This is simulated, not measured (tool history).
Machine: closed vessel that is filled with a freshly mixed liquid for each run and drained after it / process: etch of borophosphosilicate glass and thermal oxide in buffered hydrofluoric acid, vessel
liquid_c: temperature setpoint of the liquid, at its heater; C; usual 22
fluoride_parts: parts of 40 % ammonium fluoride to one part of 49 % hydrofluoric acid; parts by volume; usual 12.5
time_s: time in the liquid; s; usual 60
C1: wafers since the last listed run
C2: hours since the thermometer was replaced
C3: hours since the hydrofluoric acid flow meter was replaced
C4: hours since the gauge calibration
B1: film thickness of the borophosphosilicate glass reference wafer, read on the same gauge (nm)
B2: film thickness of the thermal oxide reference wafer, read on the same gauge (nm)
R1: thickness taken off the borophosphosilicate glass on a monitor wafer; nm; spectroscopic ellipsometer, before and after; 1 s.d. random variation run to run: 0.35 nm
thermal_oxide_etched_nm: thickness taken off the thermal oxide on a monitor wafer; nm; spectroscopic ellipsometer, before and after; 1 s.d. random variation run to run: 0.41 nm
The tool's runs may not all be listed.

run 1 hour=0 | liquid_c=22 fluoride_parts=12.5 time_s=60 | C1=0 C2=0.2 C3=452.5 C4=766.3 | B1=89.97 B2=149.98 | R1=66.71 thermal_oxide_etched_nm=55.69
-- hour=0.3 hydrofluoric acid flow meter replaced
-- hour=38.3 gauge calibrated
run 2 hour=60.1 | liquid_c=22 fluoride_parts=12.5 time_s=60 | C1=6163 C2=60.3 C3=59.8 C4=21.8 | B1=90 B2=149.98 | R1=62.9 thermal_oxide_etched_nm=52.19
run 3 hour=121.9 | liquid_c=22 fluoride_parts=12.5 time_s=60 | C1=6373 C2=122.1 C3=121.6 C4=83.6 | B1=90.01 B2=150.04 | R1=64.53 thermal_oxide_etched_nm=52.91
run 4 hour=147.9 | liquid_c=22 fluoride_parts=12.5 time_s=60 | C1=2681 C2=148.1 C3=147.6 C4=109.6 | B1=90.01 B2=149.95 | R1=65.44 thermal_oxide_etched_nm=54.27
run 5 hour=204.3 | liquid_c=22 fluoride_parts=12.5 time_s=60 | C1=5817 C2=204.5 C3=204 C4=166 | B1=90.02 B2=150.06 | R1=65.7 thermal_oxide_etched_nm=54.66
run 6 hour=255.8 | liquid_c=22 fluoride_parts=11.5 time_s=60 | C1=5311 C2=256 C3=255.5 C4=217.5 | B1=89.98 B2=149.97 | R1=71.57 thermal_oxide_etched_nm=59.46
run 7 hour=307.1 | liquid_c=22 fluoride_parts=11.5 time_s=60 | C1=5291 C2=307.3 C3=306.8 C4=268.8 | B1=90.03 B2=150.03 | R1=72.83 thermal_oxide_etched_nm=59.6
run 8 hour=366.9 | liquid_c=22 fluoride_parts=11.5 time_s=60 | C1=6167 C2=367.1 C3=366.6 C4=328.6 | B1=90.03 B2=150.02 | R1=72.9 thermal_oxide_etched_nm=60.47
run 9 hour=400.3 | liquid_c=22 fluoride_parts=12.5 time_s=35 | C1=3444 C2=400.5 C3=400 C4=362 | B1=90.03 B2=150.01 | R1=39.43 thermal_oxide_etched_nm=32.85
run 10 hour=438.5 | liquid_c=22 fluoride_parts=12.5 time_s=35 | C1=3939 C2=438.7 C3=438.2 C4=400.2 | B1=89.99 B2=150.02 | R1=39.97 thermal_oxide_etched_nm=33
-- hour=468 hydrofluoric acid flow meter replaced
run 11 hour=470.8 | liquid_c=22 fluoride_parts=12.5 time_s=35 | C1=3228 C2=471 C3=2.8 C4=432.5 | B1=90 B2=149.98 | R1=37.67 thermal_oxide_etched_nm=31.11
run 12 hour=495.9 | liquid_c=22 fluoride_parts=12.5 time_s=75 | C1=2588 C2=496.1 C3=27.9 C4=457.6 | B1=90.02 B2=149.99 | R1=80.94 thermal_oxide_etched_nm=65.99
run 13 hour=552.1 | liquid_c=22 fluoride_parts=12.5 time_s=80 | C1=5796 C2=552.3 C3=84.1 C4=513.8 | B1=89.99 B2=149.97 | R1=87.45 thermal_oxide_etched_nm=71.82
run 14 hour=604.1 | liquid_c=22 fluoride_parts=12.5 time_s=60 | C1=5363 C2=604.3 C3=136.1 C4=565.8 | B1=90 B2=150.03 | R1=66.32 thermal_oxide_etched_nm=54.88
run 15 hour=639 | liquid_c=24.5 fluoride_parts=16 time_s=40 | C1=3599 C2=639.2 C3=171 C4=600.7 | B1=89.98 B2=150 | R1=39.95 thermal_oxide_etched_nm=33.08
run 16 hour=665.6 | liquid_c=19.5 fluoride_parts=12.5 time_s=60 | C1=2743 C2=665.8 C3=197.6 C4=627.3 | B1=90 B2=150.02 | R1=58.63 thermal_oxide_etched_nm=48.49
run 17 hour=710.9 | liquid_c=22 fluoride_parts=9.5 time_s=40 | C1=4672 C2=711.1 C3=242.9 C4=672.6 | B1=90.03 B2=150 | R1=57.91 thermal_oxide_etched_nm=48.08
run 18 hour=761.5 | liquid_c=22 fluoride_parts=9.5 time_s=60 | C1=5218 C2=761.7 C3=293.5 C4=723.2 | B1=89.99 B2=150 | R1=87.34 thermal_oxide_etched_nm=72.02
run 19 hour=799 | liquid_c=20 fluoride_parts=12.5 time_s=60 | C1=3867 C2=799.2 C3=331 C4=760.7 | B1=90.01 B2=150 | R1=61.96 thermal_oxide_etched_nm=51.29
run 20 hour=840.8 | liquid_c=22 fluoride_parts=8.5 time_s=60 | C1=4311 C2=841 C3=372.8 C4=802.5 | B1=90.02 B2=150.01 | R1=99.29 thermal_oxide_etched_nm=81.58
-- hour=847.1 gauge calibrated
-- hour=848.6 hydrofluoric acid flow meter replaced
-- hour=876.7 thermometer replaced
run 21 hour=910.5 | liquid_c=22 fluoride_parts=12.5 time_s=60 | C1=6982 C2=33.8 C3=61.9 C4=63.4 | B1=89.96 B2=150.01 | R1=63.01 thermal_oxide_etched_nm=52.67
run 22 hour=953.1 | liquid_c=22 fluoride_parts=12.5 time_s=75 | C1=4393 C2=76.4 C3=104.5 C4=106 | B1=89.97 B2=150.02 | R1=80.39 thermal_oxide_etched_nm=65.75
run 23 hour=1015.6 | liquid_c=18.5 fluoride_parts=16 time_s=60 | C1=6446 C2=138.9 C3=167 C4=168.5 | B1=90 B2=149.97 | R1=41.9 thermal_oxide_etched_nm=34.42
run 24 hour=1085.2 | liquid_c=22 fluoride_parts=12.5 time_s=60 | C1=7178 C2=208.5 C3=236.6 C4=238.1 | B1=90.02 B2=149.98 | R1=66.04 thermal_oxide_etched_nm=54.39
run 25 hour=1144.8 | liquid_c=22 fluoride_parts=12.5 time_s=60 | C1=6147 C2=268.1 C3=296.2 C4=297.7 | B1=90.01 B2=150.02 | R1=66.24 thermal_oxide_etched_nm=54.85

Each row is a separate what-if for the run after 25, all from the same tool condition, not one after another. Results?
run A hour=1145.5 | liquid_c=22 fluoride_parts=12.5 time_s=60 | C1=72 C2=268.8 C3=296.9 C4=298.4 | B1=? B2=? | R1=? thermal_oxide_etched_nm=?
run B hour=1145.5 | liquid_c=22 fluoride_parts=11 time_s=30 | C1=72 C2=268.8 C3=296.9 C4=298.4 | B1=? B2=? | R1=? thermal_oxide_etched_nm=?
run C hour=1145.5 | liquid_c=22 fluoride_parts=10.5 time_s=75 | C1=72 C2=268.8 C3=296.9 C4=298.4 | B1=? B2=? | R1=? thermal_oxide_etched_nm=?

run=A B1=89.98 B2=149.97 R1=66.22 thermal_oxide_etched_nm=54.29
run=B B1=89.98 B2=149.97 R1=37.54 thermal_oxide_etched_nm=30.75
run=C B1=89.98 B2=149.97 R1=98.24 thermal_oxide_etched_nm=80.44
With the hidden condition removed and each run's random variation left untouched, the same runs would have given:
run=A R1=61.99 thermal_oxide_etched_nm=50.83
run=B R1=35.15 thermal_oxide_etched_nm=28.8
run=C R1=91.98 thermal_oxide_etched_nm=75.33
